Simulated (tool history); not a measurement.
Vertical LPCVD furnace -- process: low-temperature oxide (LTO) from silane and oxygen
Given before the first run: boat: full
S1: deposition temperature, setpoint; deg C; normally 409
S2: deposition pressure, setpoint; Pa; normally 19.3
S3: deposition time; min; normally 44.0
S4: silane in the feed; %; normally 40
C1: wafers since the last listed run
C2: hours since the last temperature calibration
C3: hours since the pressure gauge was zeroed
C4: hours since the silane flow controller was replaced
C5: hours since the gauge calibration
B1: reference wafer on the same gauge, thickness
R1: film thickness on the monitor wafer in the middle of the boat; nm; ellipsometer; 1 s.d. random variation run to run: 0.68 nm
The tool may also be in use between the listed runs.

Run 1, hour 0.0: usual settings; C1 0; C2 4756.1; C3 2157.8; C4 5823.8; C5 45.1; B1 271.96. Result: R1 297.67 nm.
Run 2, hour 19.3: usual settings; C1 166; C2 4775.4; C3 2177.1; C4 5843.1; C5 64.4; B1 272.01. Result: R1 297.95 nm.
Run 3, hour 28.4: usual settings; C1 78; C2 4784.5; C3 2186.2; C4 5852.2; C5 73.5; B1 272.23. Result: R1 299.24 nm.
At hour 65.0: silane flow controller replaced.
At hour 65.4: thermocouples replaced and temperature profile calibrated.
At hour 70.3: pressure gauge zeroed.
Run 4, hour 70.8: usual settings; C1 112; C2 5.4; C3 0.5; C4 5.8; C5 115.9; B1 271.89. Result: R1 299.15 nm.
Run 5, hour 75.7: usual settings; C1 42; C2 10.3; C3 5.4; C4 10.7; C5 120.8; B1 272.19. Result: R1 299.21 nm.
Run 6, hour 80.6: usual settings; C1 42; C2 15.2; C3 10.3; C4 15.6; C5 125.7; B1 272.08. Result: R1 297.62 nm.
Run 7, hour 85.4: usual settings but S2 17.3 Pa, S4 36 %; C1 41; C2 20.0; C3 15.1; C4 20.4; C5 130.5; B1 271.83. Result: R1 235.00 nm.
At hour 96.9: gauge calibrated.
Run 8, hour 101.7: usual settings but S2 16.0 Pa, S3 55.5 min, S4 47 %; C1 140; C2 36.3; C3 31.4; C4 36.7; C5 4.8; B1 272.07. Result: R1 368.04 nm.
Run 9, hour 118.1: usual settings; C1 141; C2 52.7; C3 47.8; C4 53.1; C5 21.2; B1 272.08. Result: R1 298.93 nm.
Run 10, hour 128.8: usual settings; C1 92; C2 63.4; C3 58.5; C4 63.8; C5 31.9; B1 271.80. Result: R1 297.34 nm.
Run 11, hour 137.3: usual settings but S1 420 deg C; C1 73; C2 71.9; C3 67.0; C4 72.3; C5 40.4; B1 272.15. Result: R1 333.80 nm.
Run 12, hour 149.9: usual settings but S2 24.0 Pa; C1 108; C2 84.5; C3 79.6; C4 84.9; C5 53.0; B1 272.04. Result: R1 371.04 nm.
Run 13, hour 168.9: usual settings but S1 403 deg C, S2 21.3 Pa, S4 43 %; C1 163; C2 103.5; C3 98.6; C4 103.9; C5 72.0; B1 272.00. Result: R1 333.90 nm.
Run 14, hour 186.6: usual settings but S2 16.7 Pa, S4 37 %; C1 152; C2 121.2; C3 116.3; C4 121.6; C5 89.7; B1 271.89. Result: R1 234.66 nm.

Alternative continuations, all from the tool just after run 14; predict every row:
Run A, hour 191.6: usual settings; C1 43; C2 126.2; C3 121.3; C4 126.6; C5 94.7; B1 ?. Result: R1 ?.
Run B, hour 191.6: usual settings but S1 401 deg C, S2 17.3 Pa, S3 35.0 min; C1 43; C2 126.2; C3 121.3; C4 126.6; C5 94.7; B1 ?. Result: R1 ?.
Run C, hour 191.6: usual settings but S2 18.0 Pa, S3 51.0 min, S4 36 %; C1 43; C2 126.2; C3 121.3; C4 126.6; C5 94.7; B1 ?. Result: R1 ?.
Run D, hour 191.6: usual settings but S1 420 deg C, S2 17.3 Pa, S4 35 %; C1 43; C2 126.2; C3 121.3; C4 126.6; C5 94.7; B1 ?. Result: R1 ?.
Run E, hour 191.6: usual settings but S1 415 deg C, S2 18.0 Pa, S4 34 %; C1 43; C2 126.2; C3 121.3; C4 126.6; C5 94.7; B1 ?. Result: R1 ?.

run      B1      R1
  A  271.93  300.10
  B  271.93  196.28
  C  271.93  284.72
  D  271.93  256.96
  E  271.93  243.54
Had the tool no hidden state, the same runs would have come out as:
run      R1
  A  300.10
  B  196.28
  C  284.72
  D  256.96
  E  243.54

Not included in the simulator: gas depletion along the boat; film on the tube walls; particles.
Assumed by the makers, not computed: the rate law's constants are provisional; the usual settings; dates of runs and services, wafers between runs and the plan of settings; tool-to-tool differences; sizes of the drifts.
